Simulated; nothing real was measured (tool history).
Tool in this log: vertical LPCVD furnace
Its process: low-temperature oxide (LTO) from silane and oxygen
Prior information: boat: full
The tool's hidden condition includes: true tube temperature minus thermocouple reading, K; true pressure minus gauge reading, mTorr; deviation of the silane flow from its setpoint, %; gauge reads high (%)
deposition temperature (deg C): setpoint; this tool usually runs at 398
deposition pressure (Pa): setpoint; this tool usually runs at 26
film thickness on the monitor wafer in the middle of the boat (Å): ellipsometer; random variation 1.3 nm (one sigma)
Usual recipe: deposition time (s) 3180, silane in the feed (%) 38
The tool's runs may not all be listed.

| run | hour | deposition temperature (deg C) | deposition pressure (Pa) | deposition time (s) | silane in the feed (%) | wafers since the last listed run | hours since the last temperature calibration | hours since the pressure gauge was zeroed | hours since the silane flow controller was replaced | hours since the gauge calibration | read-back reference wafer on the same gauge, thickness | film thickness on the monitor wafer in the middle of the boat (Å) |
|---|---|---|---|---|---|---|---|---|---|---|---|---|
| 1 | 0 | 398 | 26 | 3180 | 38 | 0 | 4430.9 | 3427 | 6513.7 | 899.9 | 388.11 | 3805.4 |
| 2 | 86.3 | 398 | 26 | 3180 | 38 | 1410 | 4517.2 | 3513.3 | 6600 | 986.2 | 388.23 | 3819.9 |
| 3 | 135.1 | 390 | 26 | 3180 | 38 | 797 | 4566 | 3562.1 | 6648.8 | 1035 | 388.15 | 3503 |
| 4 | 226.7 | 390 | 26 | 3180 | 38 | 1497 | 4657.6 | 3653.7 | 6740.4 | 1126.6 | 387.73 | 3508.9 |
| 5 | 273.1 | 390 | 26 | 3180 | 38 | 758 | 4704 | 3700.1 | 6786.8 | 1173 | 387.93 | 3524.3 |
| 6 | 333.7 | 398 | 26 | 3180 | 41 | 990 | 4764.6 | 3760.7 | 6847.4 | 1233.6 | 387.94 | 4207.2 |
| 7 | 575.2 | 398 | 26 | 3180 | 38 | 3948 | 5006.1 | 4002.2 | 7088.9 | 1475.1 | 388.07 | 3871.6 |
|  | 605.6 | gauge calibrated |
| 8 | 612.9 | 398 | 26 | 3180 | 38 | 616 | 5043.8 | 4039.9 | 7126.6 | 7.3 | 388.08 | 3881.4 |
| 9 | 825 | 398 | 26 | 3180 | 38 | 3467 | 5255.9 | 4252 | 7338.7 | 219.4 | 388.05 | 3901.3 |
| 10 | 868.4 | 398 | 26 | 3180 | 38 | 709 | 5299.3 | 4295.4 | 7382.1 | 262.8 | 387.98 | 3899.1 |
|  | 912.3 | thermocouples replaced and temperature profile calibrated |
| 11 | 932.4 | 398 | 26 | 3180 | 38 | 653 | 20.1 | 4359.4 | 7446.1 | 326.8 | 387.81 | 3882 |
| 12 | 1035.1 | 398 | 26 | 3600 | 38 | 1678 | 122.8 | 4462.1 | 7548.8 | 429.5 | 388.16 | 4421.1 |
|  | 1074.3 | silane flow controller replaced |
| 13 | 1099.8 | 398 | 30.7 | 2850 | 35 | 665 | 187.5 | 4526.8 | 25.5 | 494.2 | 387.96 | 3702.9 |
|  | 1148 | pressure gauge zeroed |
| 14 | 1175.6 | 406 | 26 | 3180 | 38 | 846 | 263.3 | 27.6 | 101.3 | 570 | 387.99 | 4055.3 |
| 15 | 1243.8 | 398 | 26 | 3750 | 38 | 1114 | 331.5 | 95.8 | 169.5 | 638.2 | 388.25 | 4367.1 |
| 16 | 1303.4 | 389 | 30.7 | 2670 | 38 | 974 | 391.1 | 155.4 | 229.1 | 697.8 | 387.77 | 3312.8 |
| 17 | 1359.4 | 398 | 26 | 3180 | 38 | 915 | 447.1 | 211.4 | 285.1 | 753.8 | 387.85 | 3690.4 |
| 18 | 1407 | 387 | 20 | 3660 | 38 | 778 | 494.7 | 259 | 332.7 | 801.4 | 388.06 | 2883.5 |
| 19 | 1471.6 | 398 | 23.3 | 3180 | 38 | 1056 | 559.3 | 323.6 | 397.3 | 866 | 387.81 | 3342.5 |
| 20 | 1559.1 | 393 | 29.3 | 3180 | 38 | 1430 | 646.8 | 411.1 | 484.8 | 953.5 | 387.62 | 3967.8 |

Forecast each of these 4 alternatives for the next run:
| A | 1564 | 398 | 26 | 3180 | 38 | 80 | 651.7 | 416 | 489.7 | 958.4 | ? | ? |
| B | 1564 | 409 | 28.7 | 2760 | 42 | 80 | 651.7 | 416 | 489.7 | 958.4 | ? | ? |
| C | 1564 | 398 | 22.7 | 3180 | 38 | 80 | 651.7 | 416 | 489.7 | 958.4 | ? | ? |
| D | 1564 | 391 | 24 | 3180 | 38 | 80 | 651.7 | 416 | 489.7 | 958.4 | ? | ? |

| run | read-back reference wafer on the same gauge, thickness | film thickness on the monitor wafer in the middle of the boat (Å) |
|---|---|---|
| A | 387.94 | 3730.2 |
| B | 387.94 | 4527.6 |
| C | 387.94 | 3251.6 |
| D | 387.94 | 3177.9 |
What these runs would have given with no unlogged condition in the tool:
| run | film thickness on the monitor wafer in the middle of the boat (Å) |
|---|---|
| A | 3732.8 |
| B | 4530.5 |
| C | 3254.2 |
| D | 3180.3 |
